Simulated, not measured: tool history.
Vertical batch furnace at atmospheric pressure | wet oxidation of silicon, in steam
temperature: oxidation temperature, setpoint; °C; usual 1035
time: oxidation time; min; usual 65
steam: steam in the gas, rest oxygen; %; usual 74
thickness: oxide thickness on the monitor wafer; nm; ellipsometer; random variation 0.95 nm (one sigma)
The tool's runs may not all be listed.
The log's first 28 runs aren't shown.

run	hour	temperature	time	steam	wafers since the last listed run	hours since the last temperature calibration	hours since the steam generator was serviced	hours since the gauge calibration	read-back reference wafer on the same gauge, thickness	thickness
29	714	1042	65	67	111	439.3	437.9	211	406.87	440.18
30	739.2	1055	42.5	68	226	464.5	463.1	236.2	406.88	367.39
31	765.8	1035	65	74	238	491.1	489.7	262.8	407	449.35
32	863.7	1047	65	74	879	589	587.6	360.7	407.16	480.76
33	893	1047	73.5	66	263	618.3	616.9	390	407.12	481.47
34	927.7	1013	35.5	74	311	653	651.6	424.7	406.9	262.57
35	941.4	1052	42	86	123	666.7	665.3	438.4	407.25	415.72
36	955.3	1049	86	74	124	680.6	679.2	452.3	406.74	572.04
37	974.8	1024	65	74	175	700.1	698.7	471.8	406.97	419.82

Forecast each of these 5 alternatives for the next run:
A	980.5	1035	65	74	51	705.8	704.4	477.5	?	?
B	980.5	1053	96.5	65	51	705.8	704.4	477.5	?	?
C	980.5	1047	97	64	51	705.8	704.4	477.5	?	?
D	980.5	1035	92.5	81	51	705.8	704.4	477.5	?	?
E	980.5	1035	90.5	74	51	705.8	704.4	477.5	?	?

run	read-back reference wafer on the same gauge, thickness	thickness
A	407.14	449.4
B	407.14	579.53
C	407.14	559.29
D	407.14	588.94
E	407.14	550.42
Without the tool's hidden state the same runs would have given:
run	thickness
A	444.94
B	574.62
C	554.42
D	583.63
E	545.33

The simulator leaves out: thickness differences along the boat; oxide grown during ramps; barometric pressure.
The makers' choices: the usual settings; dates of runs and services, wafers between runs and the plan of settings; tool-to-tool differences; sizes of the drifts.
